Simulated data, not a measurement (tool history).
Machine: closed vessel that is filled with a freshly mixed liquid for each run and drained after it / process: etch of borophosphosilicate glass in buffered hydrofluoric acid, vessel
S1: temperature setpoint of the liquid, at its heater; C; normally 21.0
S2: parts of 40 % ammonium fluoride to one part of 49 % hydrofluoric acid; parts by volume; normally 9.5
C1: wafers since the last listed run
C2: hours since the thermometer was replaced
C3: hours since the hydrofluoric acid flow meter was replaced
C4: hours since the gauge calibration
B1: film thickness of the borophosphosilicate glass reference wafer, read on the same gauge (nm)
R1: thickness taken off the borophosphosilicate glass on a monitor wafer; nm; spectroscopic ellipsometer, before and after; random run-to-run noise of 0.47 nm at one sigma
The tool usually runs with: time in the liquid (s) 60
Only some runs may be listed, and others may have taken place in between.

run 1 hour=0.0 | S1=21.0 S2=9.5 time_in_the_liquid_(s)=50 | C1=0 C2=2722.0 C3=646.5 C4=8.2 | B1=59.99 | R1=85.57
run 2 hour=6.2 | S1=21.0 S2=9.5 time_in_the_liquid_(s)=50 | C1=587 C2=2728.2 C3=652.7 C4=14.4 | B1=59.99 | R1=85.58
run 3 hour=23.3 | S1=21.0 S2=9.5 time_in_the_liquid_(s)=50 | C1=1619 C2=2745.3 C3=669.8 C4=31.5 | B1=60.01 | R1=86.18
run 4 hour=34.9 | S1=21.0 S2=9.5 time_in_the_liquid_(s)=60 | C1=1098 C2=2756.9 C3=681.4 C4=43.1 | B1=59.99 | R1=103.55
run 5 hour=41.2 | S1=21.0 S2=9.5 time_in_the_liquid_(s)=60 | C1=596 C2=2763.2 C3=687.7 C4=49.4 | B1=59.97 | R1=103.26
run 6 hour=54.3 | S1=21.0 S2=9.5 time_in_the_liquid_(s)=60 | C1=1240 C2=2776.3 C3=700.8 C4=62.5 | B1=59.95 | R1=103.50
run 7 hour=65.0 | S1=21.0 S2=9.5 time_in_the_liquid_(s)=60 | C1=1013 C2=2787.0 C3=711.5 C4=73.2 | B1=60.01 | R1=104.66
-- hour=66.7 thermometer replaced
run 8 hour=75.2 | S1=21.0 S2=9.5 time_in_the_liquid_(s)=60 | C1=871 C2=8.5 C3=721.7 C4=83.4 | B1=60.00 | R1=103.47
run 9 hour=86.7 | S1=21.0 S2=9.5 time_in_the_liquid_(s)=60 | C1=1089 C2=20.0 C3=733.2 C4=94.9 | B1=59.96 | R1=104.75
-- hour=91.1 gauge calibrated
run 10 hour=102.8 | S1=25.5 S2=11.5 time_in_the_liquid_(s)=75 | C1=1524 C2=36.1 C3=749.3 C4=11.7 | B1=60.01 | R1=141.23
run 11 hour=113.1 | S1=21.0 S2=12.0 time_in_the_liquid_(s)=60 | C1=975 C2=46.4 C3=759.6 C4=22.0 | B1=60.06 | R1=86.06
run 12 hour=121.9 | S1=18.0 S2=13.5 time_in_the_liquid_(s)=35 | C1=833 C2=55.2 C3=768.4 C4=30.8 | B1=60.01 | R1=37.72
run 13 hour=131.3 | S1=18.0 S2=7.5 time_in_the_liquid_(s)=70 | C1=890 C2=64.6 C3=777.8 C4=40.2 | B1=59.99 | R1=134.31
-- hour=141.3 hydrofluoric acid flow meter replaced
run 14 hour=148.8 | S1=24.0 S2=10.5 time_in_the_liquid_(s)=50 | C1=1562 C2=82.1 C3=7.5 C4=57.7 | B1=60.05 | R1=86.76
run 15 hour=166.5 | S1=21.0 S2=9.5 time_in_the_liquid_(s)=60 | C1=1676 C2=99.8 C3=25.2 C4=75.4 | B1=60.01 | R1=95.23
run 16 hour=174.5 | S1=21.0 S2=9.5 time_in_the_liquid_(s)=60 | C1=757 C2=107.8 C3=33.2 C4=83.4 | B1=60.00 | R1=95.10
run 17 hour=184.2 | S1=17.5 S2=12.0 time_in_the_liquid_(s)=30 | C1=918 C2=117.5 C3=42.9 C4=93.1 | B1=59.98 | R1=32.13
run 18 hour=191.1 | S1=21.0 S2=9.5 time_in_the_liquid_(s)=60 | C1=653 C2=124.4 C3=49.8 C4=100.0 | B1=60.04 | R1=96.34
run 19 hour=198.2 | S1=17.5 S2=7.5 time_in_the_liquid_(s)=85 | C1=672 C2=131.5 C3=56.9 C4=107.1 | B1=60.01 | R1=141.69

Each row is a separate what-if for the run after 19, all from the same tool condition, not one after another. Results?
run A hour=198.9 | S1=21.0 S2=9.5 time_in_the_liquid_(s)=60 | C1=66 C2=132.2 C3=57.6 C4=107.8 | B1=? | R1=?
run B hour=198.9 | S1=17.0 S2=12.5 time_in_the_liquid_(s)=30 | C1=66 C2=132.2 C3=57.6 C4=107.8 | B1=? | R1=?
run C hour=198.9 | S1=22.5 S2=9.5 time_in_the_liquid_(s)=75 | C1=66 C2=132.2 C3=57.6 C4=107.8 | B1=? | R1=?
run D hour=198.9 | S1=24.0 S2=6.5 time_in_the_liquid_(s)=90 | C1=66 C2=132.2 C3=57.6 C4=107.8 | B1=? | R1=?

run=A B1=60.02 R1=95.80
run=B B1=60.02 R1=29.95
run=C B1=60.02 R1=129.98
run=D B1=60.02 R1=247.07
With the hidden condition removed and each run's random variation left untouched, the same runs would have given:
run=A R1=94.88
run=B R1=29.50
run=C R1=128.73
run=D R1=243.77
